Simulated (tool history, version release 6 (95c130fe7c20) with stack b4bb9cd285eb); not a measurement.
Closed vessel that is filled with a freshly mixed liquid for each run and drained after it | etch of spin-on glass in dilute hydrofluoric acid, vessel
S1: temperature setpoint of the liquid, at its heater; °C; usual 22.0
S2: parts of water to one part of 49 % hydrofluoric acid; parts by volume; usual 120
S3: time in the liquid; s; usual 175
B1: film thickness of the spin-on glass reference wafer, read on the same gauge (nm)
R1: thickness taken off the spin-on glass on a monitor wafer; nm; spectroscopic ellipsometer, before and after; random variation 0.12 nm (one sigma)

Run 1, hour 0.0: usual settings; B1 139.99. Result: R1 27.94 nm.
Run 2, hour 10.1: usual settings; B1 140.00. Result: R1 28.05 nm.
Run 3, hour 18.9: usual settings; B1 140.00. Result: R1 28.21 nm.
Run 4, hour 30.5: usual settings; B1 140.00. Result: R1 28.39 nm.
Run 5, hour 43.1: usual settings; B1 139.99. Result: R1 28.23 nm.
Run 6, hour 49.5: usual settings; B1 139.98. Result: R1 28.22 nm.
Run 7, hour 66.8: usual settings; B1 140.01. Result: R1 28.32 nm.
Run 8, hour 83.0: usual settings; B1 140.00. Result: R1 28.16 nm.
Run 9, hour 91.3: usual settings; B1 139.99. Result: R1 28.16 nm.
Run 10, hour 102.6: usual settings but S1 19.0 °C; B1 140.00. Result: R1 24.90 nm.
Run 11, hour 108.7: usual settings; B1 139.99. Result: R1 28.20 nm.
Run 12, hour 122.4: usual settings; B1 140.00. Result: R1 28.18 nm.
Run 13, hour 136.4: usual settings; B1 139.99. Result: R1 28.25 nm.
At hour 143.9: gauge calibrated.
Run 14, hour 146.3: usual settings but S2 165 parts by volume, S3 255 s; B1 139.99. Result: R1 28.57 nm.
At hour 149.5: hydrofluoric acid flow meter replaced.
Run 15, hour 159.9: usual settings but S2 165 parts by volume, S3 255 s; B1 140.03. Result: R1 25.30 nm.
Run 16, hour 166.8: usual settings but S1 20.5 °C; B1 140.00. Result: R1 23.72 nm.
Run 17, hour 184.6: usual settings but S1 19.0 °C, S2 180 parts by volume, S3 115 s; B1 139.98. Result: R1 9.19 nm.
Run 18, hour 193.4: usual settings but S1 18.0 °C, S2 60 parts by volume, S3 275 s; B1 140.01. Result: R1 70.87 nm.
Run 19, hour 208.4: usual settings; B1 139.99. Result: R1 25.18 nm.
At hour 218.9: thermometer replaced.
Run 20, hour 219.5: usual settings but S1 23.5 °C, S2 170 parts by volume, S3 255 s; B1 140.00. Result: R1 28.75 nm.
Run 21, hour 228.7: usual settings but S1 23.5 °C, S2 155 parts by volume; B1 140.02. Result: R1 21.98 nm.
Run 22, hour 241.9: usual settings; B1 140.02. Result: R1 27.73 nm.
Run 23, hour 253.9: usual settings; B1 140.00. Result: R1 27.77 nm.
Run 24, hour 260.7: usual settings but S3 110 s; B1 140.03. Result: R1 17.57 nm.
Run 25, hour 269.5: usual settings; B1 140.01. Result: R1 27.87 nm.
Run 26, hour 282.7: usual settings; B1 140.01. Result: R1 27.65 nm.
Run 27, hour 297.1: usual settings; B1 140.00. Result: R1 27.75 nm.
Run 28, hour 303.3: usual settings but S1 26.0 °C, S3 205 s; B1 140.00. Result: R1 38.12 nm.
Run 29, hour 314.8: usual settings; B1 140.00. Result: R1 27.73 nm.
Run 30, hour 322.4: usual settings but S1 20.0 °C, S2 170 parts by volume; B1 140.01. Result: R1 17.31 nm.
Run 31, hour 338.9: usual settings but S1 18.5 °C; B1 139.98. Result: R1 24.06 nm.
Run 32, hour 350.8: usual settings but S2 70 parts by volume, S3 260 s; B1 139.98. Result: R1 75.60 nm.
Run 33, hour 359.5: usual settings but S1 20.5 °C, S3 230 s; B1 140.00. Result: R1 34.60 nm.
At hour 370.3: gauge calibrated.
Run 34, hour 373.2: usual settings but S1 18.0 °C, S2 105 parts by volume, S3 265 s; B1 140.00. Result: R1 41.70 nm.
Run 35, hour 380.4: usual settings but S2 85 parts by volume, S3 125 s; B1 139.99. Result: R1 29.20 nm.

3 ways to go on from here, each from the tool as it stands after run 35. What would each give?
Run A, hour 381.1: usual settings but S3 75 s; B1 ?. Result: R1 ?.
Run B, hour 381.1: usual settings but S1 20.5 °C, S2 100 parts by volume; B1 ?. Result: R1 ?.
Run C, hour 381.1: usual settings but S1 17.5 °C, S2 170 parts by volume, S3 80 s; B1 ?. Result: R1 ?.

run      B1     R1
  A  139.97  11.93
  B  139.97  32.12
  C  139.97   7.12
Without the tool's hidden state the same runs would have given:
run     R1
  A  11.76
  B  31.71
  C   7.02
